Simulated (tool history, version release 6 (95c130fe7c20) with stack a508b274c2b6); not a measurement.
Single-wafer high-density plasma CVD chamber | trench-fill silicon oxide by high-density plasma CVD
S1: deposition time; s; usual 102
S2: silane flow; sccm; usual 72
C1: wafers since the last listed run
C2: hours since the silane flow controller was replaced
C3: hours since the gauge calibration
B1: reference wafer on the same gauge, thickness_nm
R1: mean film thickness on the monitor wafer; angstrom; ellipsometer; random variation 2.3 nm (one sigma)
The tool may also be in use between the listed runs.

run    hour   S1  S2    C1      C2      C3       B1       R1
  1       0  102  72     0  1462.6  2497.7  596.775  6497.64
  2    85.1  102  72   762  1547.7  2582.8  596.658  6498.91
  3     150  116  72   581  1612.6  2647.7  597.117  7380.75
  4   187.3  102  66   334  1649.9    2685  597.511  6172.39
  5   290.9  102  66   927  1753.5  2788.6  597.128  6079.42
  6     390  102  66   887  1852.6  2887.7  596.981  6100.72
  7   479.5  102  72   801  1942.1  2977.2  597.138  6446.48
  8     526  102  72   416  1988.6  3023.7  597.016  6460.19
  9     609   97  65   743  2071.6  3106.7  596.873   5697.3
 10   693.3   97  65   754  2155.9    3191  597.217   5714.2
      737.5  -- silane flow controller replaced
 11   749.6  102  72   432    12.1  3247.3  597.141  6682.51
 12   839.4  102  72   804   101.9  3337.1  596.996  6651.26
 13   886.1  102  72   418   148.6  3383.8  596.499  6632.42
 14   952.6  102  72   595   215.1  3450.3  596.404  6674.23
 15  1033.2  102  72   721   295.7  3530.9  597.043  6650.59
 16  1118.4  102  81   763   380.9  3616.1  597.043  7263.24
 17  1218.1  102  81   892   480.6  3715.8  596.426  7197.04
 18  1323.6  102  81   944   586.1  3821.3  596.683  7226.41
 19  1565.5  102  68  2166     828  4063.2  596.908  6373.82
 20  1605.9  102  68   361   868.4  4103.6   596.62   6336.6
 21  1666.8  102  82   545   929.3  4164.5  596.837  7225.81
 22  1774.3   97  72   962  1036.8    4272  596.774  6278.18
 23    1828   95  64   480  1090.5  4325.7  597.239  5655.49
 24  1892.2  102  60   574  1154.7  4389.9  597.091     5810
 25  1930.9  102  72   346  1193.4  4428.6  596.975  6578.59
 26  2009.7  115  65   705  1272.2  4507.4  596.908  6925.45
     2118.5  -- gauge calibrated
 27  2270.2  112  83  2332  1532.7   151.7  596.709  7945.32
 28    2336   93  64   589  1598.5   217.5  596.823  5491.59
 29  2487.3  102  72  1354  1749.8   368.8  597.225  6451.86
 30  2565.2  108  66   697  1827.7   446.7  597.479  6509.55
     2612.7  -- silane flow controller replaced
 31  2622.8   92  59   444    10.1   504.3  597.233  5278.65
 32  2712.3  102  72   801    99.6   593.8  597.189  6695.47
 33  2817.3   95  58   940   204.6   698.8  597.414  5356.08
 34  2908.4  102  86   815   295.7   789.9  597.221  7548.31
 35  2996.8   90  67   791   384.1   878.3  596.665  5563.11
 36  3070.4   94  62   659   457.7   951.9  597.173  5542.36
 37  3155.9  102  72   765   543.2  1037.4  596.819   6601.7
 38    3225  113  79   618   612.3  1106.5  597.227  7812.63
 39  3332.1  102  72   959   719.4  1213.6  597.221  6583.11
 40  3428.8   96  76   866   816.1  1310.3  597.054  6439.59
 41  3528.7  102  84   894     916  1410.2  596.996  7363.64
 42  3615.3  119  66   775  1002.6  1496.8  596.827  7233.52
 43  3716.7   88  62   908    1104  1598.2   596.81  5094.42
 44  3820.8   93  80   932  1208.1  1702.3  596.817  6389.49
 45  3896.4   85  58   677  1283.7  1777.9   596.93  4723.02
 46  3987.7  119  85   817    1375  1869.2  596.598  8532.91

Forecast each of these 4 alternatives for the next run:
  A  3988.1  113  72   3  1375.4  1869.6   ?   ?
  B  3988.1  113  78   3  1375.4  1869.6   ?   ?
  C  3988.1  110  72   3  1375.4  1869.6   ?   ?
  D  3988.1   86  76   3  1375.4  1869.6   ?   ?

run       B1       R1
  A  596.642   7247.5
  B  596.642  7657.58
  C  596.642  7055.09
  D  596.642  5723.86
Without the tool's hidden state the same runs would have given:
run       R1
  A  7426.98
  B  7847.21
  C  7229.81
  D  5865.61
